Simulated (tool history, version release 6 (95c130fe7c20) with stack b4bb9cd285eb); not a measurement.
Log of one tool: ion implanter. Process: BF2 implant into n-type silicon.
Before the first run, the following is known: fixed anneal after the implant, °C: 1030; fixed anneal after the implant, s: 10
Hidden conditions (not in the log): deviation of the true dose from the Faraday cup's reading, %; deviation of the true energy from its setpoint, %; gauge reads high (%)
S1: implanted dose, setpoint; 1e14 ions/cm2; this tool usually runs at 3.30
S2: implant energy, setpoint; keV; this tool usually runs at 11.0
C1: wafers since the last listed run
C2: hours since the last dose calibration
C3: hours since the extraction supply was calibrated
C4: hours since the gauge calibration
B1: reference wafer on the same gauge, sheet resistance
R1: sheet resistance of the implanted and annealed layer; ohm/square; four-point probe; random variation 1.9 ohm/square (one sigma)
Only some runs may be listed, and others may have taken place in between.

run,hour,S1,S2,C1,C2,C3,C4,B1,R1
1,0.0,3.30,11.0,0,551.5,3780.5,1395.5,311.73,366.28
2,67.1,3.30,11.0,703,618.6,3847.6,1462.6,311.73,367.82
3,157.4,3.30,11.0,946,708.9,3937.9,1552.9,310.97,367.32
4,241.1,3.30,11.0,877,792.6,4021.6,1636.6,311.47,371.64
5,285.9,3.30,11.0,469,837.4,4066.4,1681.4,311.08,370.19
6,337.6,3.30,12.0,542,889.1,4118.1,1733.1,311.05,362.06
7,380.7,3.30,11.0,451,932.2,4161.2,1776.2,311.35,365.89
8,474.1,3.30,11.0,979,1025.6,4254.6,1869.6,311.27,373.28
9,544.6,3.30,11.0,739,1096.1,4325.1,1940.1,311.26,370.65
10,645.9,3.30,11.0,1062,1197.4,4426.4,2041.4,311.13,373.00
11,710.7,3.30,11.0,679,1262.2,4491.2,2106.2,311.15,370.42
# hour 732.2: extraction supply calibrated
12,817.7,3.30,11.0,1037,1369.2,85.5,2213.2,310.46,371.70
13,872.2,3.30,11.0,571,1423.7,140.0,2267.7,311.18,374.65
14,950.1,3.30,13.5,816,1501.6,217.9,2345.6,311.03,357.81
15,1035.1,3.30,11.0,891,1586.6,302.9,2430.6,311.37,368.85
16,1083.1,2.34,12.0,503,1634.6,350.9,2478.6,311.08,481.27
# hour 1144.7: gauge calibrated
17,1160.5,2.83,14.5,811,1712.0,428.3,15.8,311.34,400.79
18,1247.9,3.69,11.0,916,1799.4,515.7,103.2,310.79,342.44
19,1342.4,2.42,14.5,990,1893.9,610.2,197.7,310.48,455.24
20,1394.8,2.93,7.5,549,1946.3,662.6,250.1,311.27,438.73
21,1513.8,3.30,11.0,1247,2065.3,781.6,369.1,310.52,372.33
# hour 1545.3: Faraday cup replaced and dose calibrated
22,1593.4,2.54,7.5,750,48.1,861.2,448.7,311.12,484.16
23,1672.0,3.30,11.0,824,126.7,939.8,527.3,311.03,364.05
24,1712.0,2.96,9.5,419,166.7,979.8,567.3,310.66,405.14
25,1774.5,3.30,11.0,655,229.2,1042.3,629.8,311.04,364.22
26,1880.3,2.47,11.0,1109,335.0,1148.1,735.6,310.94,460.27
27,1920.3,2.38,13.5,419,375.0,1188.1,775.6,311.20,466.04
28,1999.1,3.30,11.0,826,453.8,1266.9,854.4,310.94,367.54
29,2036.2,2.49,11.0,388,490.9,1304.0,891.5,311.14,461.48

Hidden state or all else? Some run-to-run changes of R1, split into what the settings, what came in and random variation would give without the hidden state, and what is left for the hidden state (with any gauge scatter that isn't in both results):
Run 18 -> 19: S1 3.69 -> 2.42, S2 11.0 -> 14.5. R1 +112.80 ohm/square: hidden state +5.42, all else +107.38.
Run 21 -> 22: S1 3.30 -> 2.54, S2 11.0 -> 7.5, Faraday cup replaced and dose calibrated. R1 +111.83 ohm/square: hidden state -8.70, all else +120.53.
Run 22 -> 23: S1 2.54 -> 3.30, S2 7.5 -> 11.0. R1 -120.11 ohm/square: hidden state +0.73, all else -120.84.
